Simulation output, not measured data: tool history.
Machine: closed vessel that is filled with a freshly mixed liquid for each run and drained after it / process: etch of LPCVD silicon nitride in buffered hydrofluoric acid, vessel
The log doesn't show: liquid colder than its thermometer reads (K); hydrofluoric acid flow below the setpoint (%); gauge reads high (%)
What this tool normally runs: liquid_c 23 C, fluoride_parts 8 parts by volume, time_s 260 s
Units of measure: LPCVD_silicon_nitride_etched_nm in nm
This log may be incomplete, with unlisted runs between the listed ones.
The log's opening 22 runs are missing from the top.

run   hour  liquid_c  fluoride_parts  time_s  wafers since the last listed run  hours since the thermometer was replaced  hours since the hydrofluoric acid flow meter was replaced  hours since the gauge calibration  read-back film thickness of the LPCVD silicon nitride reference wafer, read on the same gauge (nm)  LPCVD_silicon_nitride_etched_nm
 23  619.7        23             9.5     405                              1812                                       587                                                      161.5                              323.8                                                                                             150.016                            7.208
 24  633.4        23               8     260                               893                                     600.7                                                      175.2                              337.5                                                                                             150.031                            5.486
 25  661.7      21.5               8     260                              1845                                       629                                                      203.5                              365.8                                                                                             150.016                            5.042
 26  693.7        23               8     260                              2086                                       661                                                      235.5                              397.8                                                                                             150.006                            5.478
 27    707        23               8     325                               867                                     674.3                                                      248.8                              411.1                                                                                             150.001                            6.795
 28  720.7        23               6     260                               893                                       688                                                      262.5                              424.8                                                                                             150.011                            7.217
 29  736.7      18.5               8     135                              1043                                       704                                                      278.5                              440.8                                                                                             150.022                            2.205
 30    753        23               6     220                              1062                                     720.3                                                      294.8                              457.1                                                                                             150.015                             6.04
 31  779.2      20.5               8     260                              1708                                     746.5                                                        321                              483.3                                                                                             150.008                            4.719
 32  794.5        27               8     395                               997                                     761.8                                                      336.3                              498.6                                                                                             150.003                           10.227

Below are 4 alternative next runs, each starting from the tool's condition after run 32. Predict each:
  A  795.2        23               8     260                                45                                     762.5                                                        337                              499.3                                                                                                   ?                                ?
  B  795.2        21               8     260                                45                                     762.5                                                        337                              499.3                                                                                                   ?                                ?
  C  795.2      25.5               7     380                                45                                     762.5                                                        337                              499.3                                                                                                   ?                                ?
  D  795.2      19.5             5.5     145                                45                                     762.5                                                        337                              499.3                                                                                                   ?                                ?

run  read-back film thickness of the LPCVD silicon nitride reference wafer, read on the same gauge (nm)  LPCVD_silicon_nitride_etched_nm
  A                                                                                             149.989                            5.452
  B                                                                                             149.989                            4.881
  C                                                                                             149.989                           10.549
  D                                                                                             149.989                            3.559
The same runs, with their run-to-run variation unchanged, on a tool lacking any hidden condition would have given:
run  LPCVD_silicon_nitride_etched_nm
  A                            5.561
  B                             4.98
  C                           10.756
  D                            3.631
